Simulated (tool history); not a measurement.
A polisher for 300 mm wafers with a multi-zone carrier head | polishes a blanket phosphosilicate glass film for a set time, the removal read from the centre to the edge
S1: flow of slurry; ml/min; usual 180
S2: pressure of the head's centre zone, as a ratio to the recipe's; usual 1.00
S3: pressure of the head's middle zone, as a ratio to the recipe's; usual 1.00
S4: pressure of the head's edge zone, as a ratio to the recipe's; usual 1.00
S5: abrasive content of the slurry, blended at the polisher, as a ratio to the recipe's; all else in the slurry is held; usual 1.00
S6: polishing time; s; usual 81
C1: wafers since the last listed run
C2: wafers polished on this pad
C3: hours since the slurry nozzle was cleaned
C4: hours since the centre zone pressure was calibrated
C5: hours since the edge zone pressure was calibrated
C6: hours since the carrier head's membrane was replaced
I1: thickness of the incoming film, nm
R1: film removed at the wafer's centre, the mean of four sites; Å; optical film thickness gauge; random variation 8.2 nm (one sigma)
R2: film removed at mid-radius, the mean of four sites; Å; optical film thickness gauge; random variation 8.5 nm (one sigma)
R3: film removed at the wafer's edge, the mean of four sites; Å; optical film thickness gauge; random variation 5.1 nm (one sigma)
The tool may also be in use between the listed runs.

run	day	S1	S2	S3	S4	S5	S6	C1	C2	C3	C4	C5	C6	I1	R1	R2	R3
1	0.000	180	1.00	0.91	1.00	1.00	65	0	331	384.0	555.4	1288.6	861.7	3517.2	3724	3878	4049
2	0.354	180	1.00	1.00	1.00	1.00	81	64	395	392.5	563.9	1297.1	870.2	3548.4	4542	5146	5017
3	0.683	145	0.90	1.00	0.96	1.00	81	59	455	400.4	571.8	1305.0	878.1	3573.0	3885	4897	4749
# day 1.042: edge zone pressure recalibrated
4	1.883	180	1.00	1.00	1.00	1.00	72	202	658	429.2	600.6	20.2	906.9	3579.6	3858	4442	4287
5	2.138	180	1.09	1.08	1.10	1.00	81	46	704	435.3	606.7	26.3	913.0	3559.1	4690	5198	5118
# day 2.638: centre zone pressure recalibrated
6	2.704	180	1.00	1.00	0.96	1.00	93	87	791	448.9	1.6	39.9	926.6	3529.0	5453	5616	5501
# day 3.242: worn pad replaced by a new one
7	3.329	180	1.07	1.00	1.00	1.00	81	83	15	463.9	16.6	54.9	941.6	3604.9	5964	5616	5662
# day 3.800: slurry nozzle cleaned
8	3.912	130	1.00	0.91	1.00	1.00	81	98	114	2.7	30.6	68.9	955.6	3581.0	4977	4757	5053
# day 4.546: carrier head's membrane replaced by a new one
9	4.575	180	1.00	1.00	1.00	1.00	90	82	196	18.6	46.5	84.8	0.7	3545.3	5674	5792	5719
10	5.200	180	1.00	1.00	1.00	1.00	81	113	310	33.6	61.5	99.8	15.7	3597.8	5016	5078	5053
11	5.854	235	1.00	1.00	1.00	1.00	81	118	428	49.3	77.2	115.5	31.4	3548.4	5108	5163	5031
12	6.183	180	1.00	1.00	1.00	1.00	81	59	488	57.2	85.1	123.4	39.3	3620.2	4931	4982	4894
13	6.600	120	1.00	1.00	0.91	1.00	81	75	564	67.2	95.1	133.4	49.3	3597.0	4365	4459	4325
14	7.092	245	1.09	1.00	0.91	1.15	81	89	653	79.0	106.9	145.2	61.1	3559.5	5989	5512	5292
15	7.704	180	1.00	1.00	0.97	1.00	81	111	764	93.7	121.6	159.9	75.8	3614.2	4726	4817	4774
16	8.142	180	1.00	1.00	1.00	1.00	81	79	844	104.2	132.1	170.4	86.3	3525.3	4744	4832	4827
# day 8.475: worn pad replaced by a new one
17	8.496	180	1.00	1.04	1.00	1.00	97	34	4	112.7	140.6	178.9	94.8	3559.8	6501	6996	6646
18	9.054	115	0.92	1.03	1.00	0.75	81	101	105	126.1	154.0	192.3	108.2	3597.4	3295	3836	3724
19	9.592	180	1.00	1.04	1.00	0.90	81	97	203	139.0	166.9	205.2	121.1	3537.0	4561	4933	4710

The next listed run, before its measurement:
20	10.133	230	1.11	0.95	1.00	1.00	81	98	301	152.0	179.9	218.2	134.1	3576.4	?	?	?

Run 20 gave R1 5603 Å, R2 5055 Å, R3 5195 Å.
Without the tool's hidden state the same run would have given R1 6303 Å, R2 5740 Å, R3 5899 Å.
